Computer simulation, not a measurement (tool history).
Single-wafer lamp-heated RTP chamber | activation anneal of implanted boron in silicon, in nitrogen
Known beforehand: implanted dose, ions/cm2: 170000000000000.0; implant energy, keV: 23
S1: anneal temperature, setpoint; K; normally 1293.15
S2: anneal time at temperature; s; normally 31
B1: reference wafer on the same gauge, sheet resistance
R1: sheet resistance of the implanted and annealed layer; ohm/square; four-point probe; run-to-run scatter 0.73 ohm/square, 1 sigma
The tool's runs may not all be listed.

run 1 hour=0.0 | S1=1304.15 S2=31 | B1=444.82 | R1=488.48
run 2 hour=26.7 | S1=1304.15 S2=31 | B1=444.93 | R1=487.98
run 3 hour=45.2 | S1=1293.15 S2=31 | B1=445.15 | R1=487.99
run 4 hour=59.6 | S1=1293.15 S2=31 | B1=445.10 | R1=489.94
run 5 hour=79.9 | S1=1276.15 S2=16 | B1=445.22 | R1=491.67
run 6 hour=110.2 | S1=1276.15 S2=16 | B1=445.34 | R1=491.14
-- hour=141.7 reflector plate cleaned
-- hour=149.1 pyrometer window cleaned and pyrometer calibrated
run 7 hour=157.1 | S1=1313.15 S2=31 | B1=445.64 | R1=487.96
run 8 hour=176.3 | S1=1313.15 S2=31 | B1=445.80 | R1=489.28
run 9 hour=211.1 | S1=1313.15 S2=31 | B1=446.04 | R1=489.31
run 10 hour=225.8 | S1=1293.15 S2=31 | B1=446.29 | R1=490.14
run 11 hour=247.0 | S1=1293.15 S2=31 | B1=446.30 | R1=491.66
run 12 hour=263.2 | S1=1293.15 S2=31 | B1=446.26 | R1=489.21
run 13 hour=291.7 | S1=1293.15 S2=31 | B1=446.59 | R1=490.26
run 14 hour=318.1 | S1=1271.15 S2=39 | B1=446.68 | R1=492.71
run 15 hour=351.8 | S1=1322.15 S2=31 | B1=446.98 | R1=490.51
run 16 hour=375.5 | S1=1269.15 S2=38 | B1=447.29 | R1=494.08
-- hour=396.7 pyrometer window cleaned and pyrometer calibrated
-- hour=405.0 gauge calibrated
run 17 hour=408.7 | S1=1305.15 S2=41 | B1=443.21 | R1=485.60
-- hour=419.7 reflector plate cleaned
run 18 hour=443.3 | S1=1293.15 S2=31 | B1=443.16 | R1=486.83
run 19 hour=472.4 | S1=1293.15 S2=31 | B1=443.07 | R1=486.71
run 20 hour=484.7 | S1=1274.15 S2=38 | B1=443.23 | R1=488.24
run 21 hour=513.3 | S1=1293.15 S2=17 | B1=443.23 | R1=487.03
run 22 hour=529.5 | S1=1293.15 S2=43 | B1=443.32 | R1=485.47
run 23 hour=550.9 | S1=1293.15 S2=31 | B1=443.31 | R1=486.37
run 24 hour=585.8 | S1=1315.15 S2=48 | B1=443.29 | R1=484.35
run 25 hour=597.9 | S1=1285.15 S2=18 | B1=443.34 | R1=486.75
run 26 hour=629.7 | S1=1293.15 S2=31 | B1=443.44 | R1=485.78
-- hour=651.1 pyrometer window cleaned and pyrometer calibrated
-- hour=655.7 reflector plate cleaned
run 27 hour=656.2 | S1=1311.15 S2=21 | B1=443.46 | R1=487.69
run 28 hour=666.1 | S1=1271.15 S2=37 | B1=443.54 | R1=487.48
run 29 hour=685.0 | S1=1307.15 S2=42 | B1=443.51 | R1=485.52
run 30 hour=707.2 | S1=1293.15 S2=31 | B1=443.77 | R1=486.72
run 31 hour=735.7 | S1=1268.15 S2=16 | B1=443.63 | R1=492.62
run 32 hour=760.0 | S1=1275.15 S2=26 | B1=443.79 | R1=490.57
run 33 hour=792.1 | S1=1293.15 S2=31 | B1=443.87 | R1=487.55
run 34 hour=819.3 | S1=1293.15 S2=31 | B1=444.00 | R1=488.99
run 35 hour=887.5 | S1=1293.15 S2=31 | B1=444.19 | R1=489.05
-- hour=913.5 pyrometer window cleaned and pyrometer calibrated
run 36 hour=917.4 | S1=1313.15 S2=37 | B1=444.46 | R1=486.77

Pick out some run-to-run changes in R1. Of each, how much would a tool without hidden state show as well, from the settings, what came in and chance, and how much is left for the hidden state and any gauge scatter not in both results compared?
Hidden state present: true wafer temperature minus pyrometer reading, K; wafer temperature error from the tarnished reflector plate, K; gauge reads high (%).
Run 6 -> 7: S1 1276.15 -> 1313.15, S2 16 -> 31, reflector plate cleaned, pyrometer window cleaned and pyrometer calibrated. R1 -3.18 ohm/square: hidden state +0.29, all else -3.47.
Run 15 -> 16: S1 1322.15 -> 1269.15, S2 31 -> 38. R1 +3.57 ohm/square: hidden state +0.23, all else +3.34.
Run 16 -> 17: S1 1269.15 -> 1305.15, S2 38 -> 41, pyrometer window cleaned and pyrometer calibrated, gauge calibrated. R1 -8.48 ohm/square: hidden state -4.47, all else -4.01.
Run 30 -> 31: S1 1293.15 -> 1268.15, S2 31 -> 16. R1 +5.90 ohm/square: hidden state +0.09, all else +5.81.
Run 34 -> 35: no setting touched and nothing written in the log between the runs. R1 +0.06 ohm/square: hidden state +0.32, all else -0.26.
